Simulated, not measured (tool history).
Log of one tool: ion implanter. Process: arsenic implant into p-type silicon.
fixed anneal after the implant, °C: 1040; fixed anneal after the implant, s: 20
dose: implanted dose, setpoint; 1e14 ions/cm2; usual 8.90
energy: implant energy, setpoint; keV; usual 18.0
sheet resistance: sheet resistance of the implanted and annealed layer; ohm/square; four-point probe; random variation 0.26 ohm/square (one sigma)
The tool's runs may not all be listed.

run,hour,dose,energy,"read-back reference wafer on the same gauge, sheet resistance",sheet resistance
1,0.0,8.90,18.0,106.00,123.55
2,13.4,8.90,18.0,106.00,123.83
3,47.8,8.90,18.0,105.99,123.57
4,67.8,8.90,18.0,106.01,123.94
5,84.6,8.90,18.0,106.02,124.03
6,96.8,8.90,18.0,105.97,123.73
7,122.6,6.85,14.5,105.99,152.24
8,152.3,6.85,14.5,105.98,151.66
9,176.2,6.85,14.5,106.01,152.07
# hour 205.2: gauge calibrated
10,234.1,8.90,14.0,105.95,126.85
11,263.0,11.22,15.0,106.00,109.51
12,288.0,11.46,12.5,106.00,110.09
13,307.9,10.88,16.0,106.00,110.71
14,336.0,8.90,18.0,106.04,124.19
# hour 358.5: extraction supply calibrated
15,364.5,11.09,18.0,106.03,107.92
# hour 396.4: Faraday cup replaced and dose calibrated
16,396.9,11.26,13.5,105.97,113.77
17,425.2,7.92,18.0,106.01,139.05
18,450.6,8.90,18.0,106.01,128.03
19,473.0,7.66,19.5,106.03,140.64
20,504.8,8.90,18.0,105.97,127.45
21,527.6,9.88,22.0,106.09,116.16

3 ways to go on from here, each from the tool as it stands after run 21. What would each give?
A,528.0,8.90,18.0,?,?
B,528.0,7.07,24.0,?,?
C,528.0,10.12,21.0,?,?

run,"read-back reference wafer on the same gauge, sheet resistance",sheet resistance
A,106.02,127.31
B,106.02,144.67
C,106.02,114.83
Without the tool's hidden state the same runs would have given:
run,sheet resistance
A,127.87
B,145.37
C,115.30
